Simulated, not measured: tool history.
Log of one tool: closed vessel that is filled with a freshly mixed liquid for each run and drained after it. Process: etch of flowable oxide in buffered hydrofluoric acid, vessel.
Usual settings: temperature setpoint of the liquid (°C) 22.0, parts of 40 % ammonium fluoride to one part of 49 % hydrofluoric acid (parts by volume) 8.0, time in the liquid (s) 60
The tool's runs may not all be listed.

run	day	temperature setpoint of the liquid (°C)	parts of 40 % ammonium fluoride to one part of 49 % hydrofluoric acid (parts by volume)	time in the liquid (s)	wafers since the last listed run	hours since the thermometer was replaced	hours since the hydrofluoric acid flow meter was replaced	hours since the gauge calibration	read-back film thickness of the flowable oxide reference wafer, read on the same gauge (nm)	thickness taken off the flowable oxide on a monitor wafer (angstrom)
1	0.000	19.0	8.0	60	0	1699.5	356.5	490.2	70.01	2049.8
2	2.883	19.0	8.0	60	5057	1768.7	425.7	559.4	69.97	2097.2
# day 4.125: hydrofluoric acid flow meter replaced
3	4.458	22.0	8.0	60	2689	1806.5	8.0	597.2	69.98	2525.8
4	6.354	22.0	8.0	60	3325	1852.0	53.5	642.7	70.02	2465.3
5	8.242	22.0	10.5	60	3310	1897.3	98.8	688.0	69.96	1946.8
6	11.058	22.0	10.5	60	4940	1964.9	166.4	755.6	70.03	1923.1
7	13.783	22.0	8.0	60	4779	2030.3	231.8	821.0	70.00	2500.9
8	15.933	22.0	8.0	75	3771	2081.9	283.4	872.6	69.97	3101.3
9	18.533	22.0	9.0	60	4560	2144.3	345.8	935.0	69.98	2202.4
10	21.067	19.5	8.0	60	4443	2205.1	406.6	995.8	70.02	2163.0
# day 22.217: hydrofluoric acid flow meter replaced
11	22.400	22.0	8.0	60	2265	2237.1	4.4	1027.8	69.97	2461.1
12	24.817	22.0	8.0	60	4238	2295.1	62.4	1085.8	69.96	2474.1
13	26.892	17.5	8.0	35	3639	2344.9	112.2	1135.6	69.97	1123.9
# day 29.554: gauge calibrated
14	29.629	22.0	8.0	30	4801	2410.6	177.9	1.8	70.02	1212.6
# day 30.208: thermometer replaced
15	31.154	23.5	7.0	50	2601	22.7	214.5	38.4	70.01	2594.5
16	32.692	18.0	8.0	30	2696	59.6	251.4	75.3	69.98	988.9
17	34.225	19.5	9.0	35	2689	96.4	288.2	112.1	70.03	1095.6
18	36.275	17.0	8.0	60	3595	145.6	337.4	161.3	70.02	1867.9
19	38.142	18.0	9.0	75	3274	190.4	382.2	206.1	69.99	2187.8
20	39.688	20.0	8.0	60	2711	227.5	419.3	243.2	70.00	2192.3
21	41.117	22.0	8.0	60	2506	261.8	453.6	277.5	70.04	2476.0
22	42.733	23.5	8.0	60	2835	300.6	492.4	316.3	70.01	2684.5
23	45.417	26.0	7.0	35	4706	365.0	556.8	380.7	70.01	2058.6
# day 45.779: hydrofluoric acid flow meter replaced
24	48.117	27.0	11.0	60	4662	429.8	56.1	445.5	70.03	2424.1
25	50.725	22.0	8.0	60	4574	492.4	118.7	508.1	69.98	2498.5
26	52.412	22.0	10.5	60	2959	532.9	159.2	548.6	69.99	1953.3
27	53.638	22.0	8.0	60	2148	562.3	188.6	578.0	70.00	2465.5
28	56.358	22.0	8.0	45	4772	627.6	253.9	643.3	69.97	1863.9
29	57.488	23.5	7.0	50	1980	654.7	281.0	670.4	70.02	2587.1
30	59.929	22.0	5.0	80	4282	713.3	339.6	729.0	70.04	5072.1
31	62.608	20.5	8.0	60	4699	777.6	403.9	793.3	69.99	2245.8
32	63.962	19.5	8.0	60	2375	810.1	436.4	825.8	70.03	2163.1
33	66.917	22.0	8.0	60	5181	881.0	507.3	896.7	69.99	2455.6

Forecast each of these 4 alternatives for the next run:
A	66.946	22.0	8.0	60	51	881.7	508.0	897.4	?	?
B	66.946	18.5	8.0	60	51	881.7	508.0	897.4	?	?
C	66.946	17.5	9.5	85	51	881.7	508.0	897.4	?	?
D	66.946	25.0	8.0	45	51	881.7	508.0	897.4	?	?

run	read-back film thickness of the flowable oxide reference wafer, read on the same gauge (nm)	thickness taken off the flowable oxide on a monitor wafer (angstrom)
A	69.99	2457.1
B	69.99	2020.8
C	69.99	2300.6
D	69.99	2171.1
Without the tool's hidden state the same runs would have given:
run	thickness taken off the flowable oxide on a monitor wafer (angstrom)
A	2457.1
B	2020.8
C	2300.6
D	2171.1
